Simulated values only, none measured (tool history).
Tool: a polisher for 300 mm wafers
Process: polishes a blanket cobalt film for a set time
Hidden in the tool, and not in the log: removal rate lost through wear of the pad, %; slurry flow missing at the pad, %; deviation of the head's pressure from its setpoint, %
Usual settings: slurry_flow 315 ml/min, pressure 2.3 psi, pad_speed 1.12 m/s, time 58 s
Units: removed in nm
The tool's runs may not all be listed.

| run | day | slurry_flow | pressure | pad_speed | time | wafers since the last listed run | wafers polished on this pad | hours since the slurry nozzle was cleaned | hours since the head pressure was calibrated | incoming thickness of the incoming film, nm | removed |
|---|---|---|---|---|---|---|---|---|---|---|---|
| 1 | 0 | 315 | 2 | 1.12 | 68 | 0 | 1287 | 303.9 | 298.7 | 1066.2 | 336.6 |
| 2 | 1.842 | 315 | 2.3 | 1.12 | 58 | 298 | 1586 | 348.1 | 342.9 | 1065.7 | 335.7 |
| 3 | 3.05 | 315 | 2.3 | 1.12 | 58 | 195 | 1782 | 377.1 | 371.9 | 1078.3 | 334.4 |
|  | 3.471 | head pressure recalibrated |
| 4 | 5.008 | 315 | 2.3 | 1.12 | 58 | 303 | 2086 | 424.1 | 36.9 | 1080.8 | 338.4 |
| 5 | 7.021 | 315 | 2.7 | 1.12 | 58 | 326 | 2412 | 472.4 | 85.2 | 1065.6 | 397.1 |
|  | 8.396 | worn pad replaced by a new one |
| 6 | 9.196 | 315 | 2.7 | 1.12 | 58 | 325 | 129 | 524.6 | 137.4 | 1075.9 | 396.5 |
| 7 | 11.579 | 315 | 2.7 | 1.12 | 58 | 386 | 516 | 581.8 | 194.6 | 1056.8 | 402.9 |
| 8 | 13.688 | 355 | 2.3 | 1.12 | 58 | 341 | 857 | 632.4 | 245.2 | 1086.4 | 346.8 |
| 9 | 15.833 | 315 | 2.3 | 1.12 | 58 | 347 | 1205 | 683.9 | 296.7 | 1073.1 | 334.6 |
|  | 17.379 | slurry nozzle cleaned |
| 10 | 20.579 | 315 | 2.3 | 1.12 | 58 | 762 | 1968 | 76.8 | 410.6 | 1075.9 | 338.4 |
| 11 | 22.296 | 315 | 1.7 | 1.12 | 58 | 278 | 2246 | 118 | 451.8 | 1083.9 | 250 |
|  | 23.112 | head pressure recalibrated |
|  | 25.567 | worn pad replaced by a new one |
| 12 | 29.05 | 315 | 1.7 | 1.12 | 58 | 1054 | 564 | 280.1 | 142.5 | 1080.6 | 249.9 |
| 13 | 32.042 | 315 | 1.7 | 1.12 | 58 | 484 | 1049 | 351.9 | 214.3 | 1099.8 | 252.4 |
| 14 | 33.892 | 315 | 2.3 | 1.12 | 58 | 299 | 1349 | 396.3 | 258.7 | 1098.3 | 334.9 |
| 15 | 36.458 | 315 | 2.3 | 1.12 | 58 | 416 | 1765 | 457.9 | 320.3 | 1091.2 | 334.4 |
| 16 | 37.804 | 315 | 2.3 | 1.12 | 58 | 218 | 1983 | 490.2 | 352.6 | 1079.3 | 338.8 |
| 17 | 39.454 | 315 | 2.3 | 0.94 | 58 | 267 | 2251 | 529.8 | 392.2 | 1097.3 | 284.6 |
|  | 42.292 | head pressure recalibrated |
| 18 | 42.333 | 240 | 2.3 | 0.92 | 58 | 453 | 2704 | 598.9 | 1 | 1084.5 | 273.9 |
|  | 43.042 | worn pad replaced by a new one |
| 19 | 44.721 | 350 | 2.3 | 1.12 | 58 | 360 | 272 | 656.2 | 58.3 | 1084.9 | 338 |
|  | 45.738 | slurry nozzle cleaned |
| 20 | 47.388 | 280 | 1.7 | 0.9 | 52 | 425 | 697 | 39.6 | 122.3 | 1056.4 | 185.2 |
| 21 | 49.775 | 270 | 1.8 | 1.02 | 70 | 387 | 1084 | 96.9 | 179.6 | 1070.4 | 292.9 |
| 22 | 51.996 | 235 | 1.7 | 0.9 | 43 | 360 | 1444 | 150.2 | 232.9 | 1082.3 | 146.3 |
| 23 | 54.942 | 220 | 2.3 | 1.12 | 58 | 477 | 1922 | 220.9 | 303.6 | 1082.6 | 322.2 |
| 24 | 56.554 | 220 | 2.3 | 1.12 | 58 | 261 | 2183 | 259.6 | 342.3 | 1091.4 | 329.6 |
|  | 57.792 | worn pad replaced by a new one |
| 25 | 57.817 | 315 | 2.3 | 1.12 | 58 | 177 | 3 | 289.9 | 372.6 | 1094.9 | 338.2 |
| 26 | 60.329 | 345 | 2.3 | 0.78 | 58 | 407 | 411 | 350.2 | 432.9 | 1076 | 251.4 |
|  | 61.829 | head pressure recalibrated |
| 27 | 63.3 | 315 | 2.3 | 1.12 | 58 | 468 | 879 | 421.5 | 35.3 | 1088.6 | 341.1 |
| 28 | 64.304 | 315 | 2.5 | 1.12 | 58 | 162 | 1042 | 445.6 | 59.4 | 1076.1 | 366.4 |
| 29 | 66.146 | 315 | 2.3 | 1.12 | 58 | 298 | 1340 | 489.8 | 103.6 | 1086.5 | 333.4 |
| 30 | 67.988 | 315 | 2.3 | 1.5 | 44 | 298 | 1639 | 534 | 147.8 | 1084.4 | 324.9 |
| 31 | 70.438 | 315 | 3.1 | 0.96 | 43 | 397 | 2036 | 592.8 | 206.6 | 1067 | 301.7 |
| 32 | 72.333 | 315 | 2.3 | 1.12 | 75 | 307 | 2343 | 638.3 | 252.1 | 1059.2 | 435.9 |
|  | 73.942 | worn pad replaced by a new one |
|  | 75.046 | slurry nozzle cleaned |
| 33 | 75.129 | 315 | 2.3 | 1.32 | 58 | 419 | 185 | 2 | 319.2 | 1080.3 | 393.1 |
| 34 | 76.804 | 315 | 1.7 | 0.74 | 58 | 271 | 457 | 42.2 | 359.4 | 1072.2 | 178.6 |
|  | 78.529 | head pressure recalibrated |
| 35 | 78.608 | 315 | 2.3 | 1.12 | 58 | 278 | 736 | 85.5 | 1.9 | 1089.7 | 336.7 |
| 36 | 80.454 | 420 | 1.9 | 0.78 | 58 | 299 | 1035 | 129.8 | 46.2 | 1059.2 | 213.8 |
| 37 | 83.012 | 315 | 2.3 | 1.12 | 58 | 414 | 1450 | 191.2 | 107.6 | 1080.3 | 339.6 |

Hidden state at the last listed run before each entry between runs and at the first one after, where it differs:
Between runs 3 and 4: head pressure recalibrated (day 3.471)
  no hidden state differs between the two runs
Between runs 5 and 6: worn pad replaced by a new one (day 8.396)
  no hidden state differs between the two runs
Between runs 9 and 10: slurry nozzle cleaned (day 17.379)
  no hidden state differs between the two runs
Between runs 11 and 12: head pressure recalibrated (day 23.112); worn pad replaced by a new one (day 25.567)
  no hidden state differs between the two runs
Between runs 17 and 18: head pressure recalibrated (day 42.292)
  no hidden state differs between the two runs
Between runs 18 and 19: worn pad replaced by a new one (day 43.042)
  no hidden state differs between the two runs
Between runs 19 and 20: slurry nozzle cleaned (day 45.738)
  no hidden state differs between the two runs
Between runs 24 and 25: worn pad replaced by a new one (day 57.792)
  no hidden state differs between the two runs
Between runs 26 and 27: head pressure recalibrated (day 61.829)
  no hidden state differs between the two runs
Between runs 32 and 33: worn pad replaced by a new one (day 73.942); slurry nozzle cleaned (day 75.046)
  no hidden state differs between the two runs
Between runs 34 and 35: head pressure recalibrated (day 78.529)
  no hidden state differs between the two runs
